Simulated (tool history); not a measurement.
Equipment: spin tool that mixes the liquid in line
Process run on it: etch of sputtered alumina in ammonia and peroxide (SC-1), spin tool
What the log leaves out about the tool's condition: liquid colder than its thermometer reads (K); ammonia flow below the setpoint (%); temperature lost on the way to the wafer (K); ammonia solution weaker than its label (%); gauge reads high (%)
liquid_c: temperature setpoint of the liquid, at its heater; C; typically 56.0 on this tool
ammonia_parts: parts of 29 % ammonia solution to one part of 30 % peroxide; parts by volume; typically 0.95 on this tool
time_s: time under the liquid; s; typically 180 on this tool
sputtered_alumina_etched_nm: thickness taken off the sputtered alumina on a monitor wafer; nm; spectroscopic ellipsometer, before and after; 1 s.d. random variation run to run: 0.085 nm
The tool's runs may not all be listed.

run	day	liquid_c	ammonia_parts	time_s	wafers since the last listed run	hours since the thermometer was replaced	hours since the ammonia flow meter was replaced	hours since the heated supply line was repaired	hours since the drum of ammonia solution was connected	hours since the gauge calibration	read-back film thickness of the sputtered alumina reference wafer, read on the same gauge (nm)	sputtered_alumina_etched_nm
1	0.000	51.5	1.20	180	0	843.3	975.5	2568.3	304.2	108.3	110.01	9.55
2	0.554	56.0	0.95	180	65	856.6	988.8	2581.6	317.5	121.6	110.00	11.96
3	1.029	56.0	0.95	180	55	868.0	1000.2	2593.0	328.9	133.0	109.98	11.98
# day 1.067: gauge calibrated
4	1.542	56.0	1.05	180	60	880.3	1012.5	2605.3	341.2	11.4	110.01	12.00
5	2.258	56.0	1.05	180	84	897.5	1029.7	2622.5	358.4	28.6	110.01	11.98
6	2.558	56.0	0.95	180	35	904.7	1036.9	2629.7	365.6	35.8	109.94	11.79
7	2.842	56.0	0.95	180	33	911.5	1043.7	2636.5	372.4	42.6	110.04	11.97
8	3.258	56.0	0.95	180	48	921.5	1053.7	2646.5	382.4	52.6	110.01	11.86
# day 3.900: thermometer replaced
9	3.929	56.0	0.95	180	73	0.7	1069.8	2662.6	398.5	68.7	110.03	13.69
10	4.600	56.0	0.95	180	78	16.8	1085.9	2678.7	414.6	84.8	109.97	13.64
# day 5.021: heated supply line repaired
11	5.146	48.0	0.55	255	59	29.9	1099.0	3.0	427.7	97.9	110.04	11.84
12	5.500	49.0	0.95	100	41	38.4	1107.5	11.5	436.2	106.4	109.95	5.12
13	6.342	56.0	1.20	95	98	58.6	1127.7	31.7	456.4	126.6	110.00	7.35
# day 6.571: ammonia flow meter replaced
# day 6.571: new drum of ammonia solution connected
# day 6.862: gauge calibrated
14	7.042	50.5	0.75	105	77	75.4	11.3	48.5	11.3	4.3	110.02	5.78
15	7.454	52.0	0.75	220	48	85.3	21.2	58.4	21.2	14.2	109.95	13.18
16	7.858	48.0	0.95	180	47	95.0	30.9	68.1	30.9	23.9	110.00	8.83
17	8.246	51.5	1.20	180	45	104.3	40.2	77.4	40.2	33.2	110.01	10.99
18	8.829	50.5	0.55	120	68	118.3	54.2	91.4	54.2	47.2	110.03	6.31

5 options for the next run, each taken on its own from the tool as it stands now. Forecast them:
A	8.850	64.0	0.95	180	2	118.8	54.7	91.9	54.7	47.7	?	?
B	8.850	52.5	0.70	180	2	118.8	54.7	91.9	54.7	47.7	?	?
C	8.850	50.5	1.20	150	2	118.8	54.7	91.9	54.7	47.7	?	?
D	8.850	56.0	0.65	180	2	118.8	54.7	91.9	54.7	47.7	?	?
E	8.850	50.0	0.55	180	2	118.8	54.7	91.9	54.7	47.7	?	?

run	read-back film thickness of the sputtered alumina reference wafer, read on the same gauge (nm)	sputtered_alumina_etched_nm
A	110.01	20.21
B	110.01	10.78
C	110.01	8.48
D	110.01	12.91
E	110.01	9.19
What these runs would have given with no unlogged condition in the tool:
run	sputtered_alumina_etched_nm
A	20.74
B	11.09
C	8.72
D	13.27
E	9.46
